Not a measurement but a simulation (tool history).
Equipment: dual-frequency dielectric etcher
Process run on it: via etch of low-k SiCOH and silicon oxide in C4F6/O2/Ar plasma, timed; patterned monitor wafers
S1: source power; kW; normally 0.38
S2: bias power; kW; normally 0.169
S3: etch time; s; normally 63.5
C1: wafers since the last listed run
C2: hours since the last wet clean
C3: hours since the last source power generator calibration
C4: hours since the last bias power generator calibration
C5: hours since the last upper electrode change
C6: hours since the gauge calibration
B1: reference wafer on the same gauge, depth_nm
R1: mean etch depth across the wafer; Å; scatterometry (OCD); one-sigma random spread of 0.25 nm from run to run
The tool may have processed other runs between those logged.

run,hour,S1,S2,S3,C1,C2,C3,C4,C5,C6,B1,R1
1,0,0.38,0.169,51,0,466.6,3092.4,31.3,4208.8,495.4,192,1376
2,9.1,0.38,0.169,51,110,475.7,3101.5,40.4,4217.9,504.5,192.2,1375
3,17.9,0.38,0.169,51,106,484.5,3110.3,49.2,4226.7,513.3,192.1,1376
# hour 47.6: upper electrode replaced
# hour 48.9: source power generator calibrated
4,49.4,0.34,0.169,63.5,75,516,0.5,80.7,1.8,544.8,192,1652
5,49.7,0.34,0.169,63.5,3,516.3,0.8,81,2.1,545.1,192.1,1652
6,50,0.38,0.169,72,3,516.6,1.1,81.3,2.4,545.4,191.9,1944
# hour 57.3: gauge calibrated
7,63.8,0.38,0.169,63.5,167,530.4,14.9,95.1,16.2,6.5,192,1718
8,73.4,0.42,0.139,50.5,116,540,24.5,104.7,25.8,16.1,192,1316
9,86.7,0.38,0.169,63.5,161,553.3,37.8,118,39.1,29.4,192,1725
10,100.6,0.46,0.155,77,168,567.2,51.7,131.9,53,43.3,192,2157
11,115.8,0.47,0.148,53.5,184,582.4,66.9,147.1,68.2,58.5,192,1492
12,129.1,0.38,0.169,44.5,161,595.7,80.2,160.4,81.5,71.8,192.1,1210
13,145,0.38,0.169,63.5,192,611.6,96.1,176.3,97.4,87.7,192,1725
# hour 169.4: wet clean of the chamber
14,169.9,0.38,0.181,54,10,0.5,121,201.2,122.3,112.6,192,1481
15,171.8,0.43,0.195,79.5,23,2.4,122.9,203.1,124.2,114.5,192.1,2348
16,189.6,0.38,0.169,63.5,215,20.2,140.7,220.9,142,132.3,191.9,1698
17,199,0.29,0.204,63.5,113,29.6,150.1,230.3,151.4,141.7,192.1,1671
18,210.1,0.38,0.188,70,134,40.7,161.2,241.4,162.5,152.8,192,1950
19,226.8,0.43,0.153,57.5,202,57.4,177.9,258.1,179.2,169.5,192,1555
20,235.4,0.43,0.169,46,104,66,186.5,266.7,187.8,178.1,192,1291
21,253.3,0.38,0.169,76.5,216,83.9,204.4,284.6,205.7,196,192,2058
22,265.9,0.38,0.169,63.5,152,96.5,217,297.2,218.3,208.6,192.1,1712
23,277.6,0.32,0.169,63.5,141,108.2,228.7,308.9,230,220.3,192,1610
24,290.8,0.42,0.158,48,160,121.4,241.9,322.1,243.2,233.5,192,1308
25,307,0.38,0.142,63.5,196,137.6,258.1,338.3,259.4,249.7,191.9,1604
26,321.5,0.3,0.141,50,175,152.1,272.6,352.8,273.9,264.2,191.9,1164
27,338,0.3,0.169,63.5,200,168.6,289.1,369.3,290.4,280.7,192,1584
28,345.1,0.38,0.132,63.5,86,175.7,296.2,376.4,297.5,287.8,192,1564
29,353.9,0.29,0.169,49.5,106,184.5,305,385.2,306.3,296.6,192,1220

Consider 5 possible next runs. They are alternatives, not a sequence: every one starts from the tool as it was left by run 29. What does each give?
A,354.3,0.41,0.169,63.5,4,184.9,305.4,385.6,306.7,297,?,?
B,354.3,0.38,0.19,63.5,4,184.9,305.4,385.6,306.7,297,?,?
C,354.3,0.31,0.136,63.5,4,184.9,305.4,385.6,306.7,297,?,?
D,354.3,0.41,0.134,78,4,184.9,305.4,385.6,306.7,297,?,?
E,354.3,0.46,0.149,71,4,184.9,305.4,385.6,306.7,297,?,?

run,B1,R1
A,192,1763
B,192,1794
C,192,1477
D,192,1988
E,192,1960
With the hidden condition removed and each run's random variation left untouched, the same runs would have given:
run,R1
A,1739
B,1769
C,1458
D,1962
E,1934

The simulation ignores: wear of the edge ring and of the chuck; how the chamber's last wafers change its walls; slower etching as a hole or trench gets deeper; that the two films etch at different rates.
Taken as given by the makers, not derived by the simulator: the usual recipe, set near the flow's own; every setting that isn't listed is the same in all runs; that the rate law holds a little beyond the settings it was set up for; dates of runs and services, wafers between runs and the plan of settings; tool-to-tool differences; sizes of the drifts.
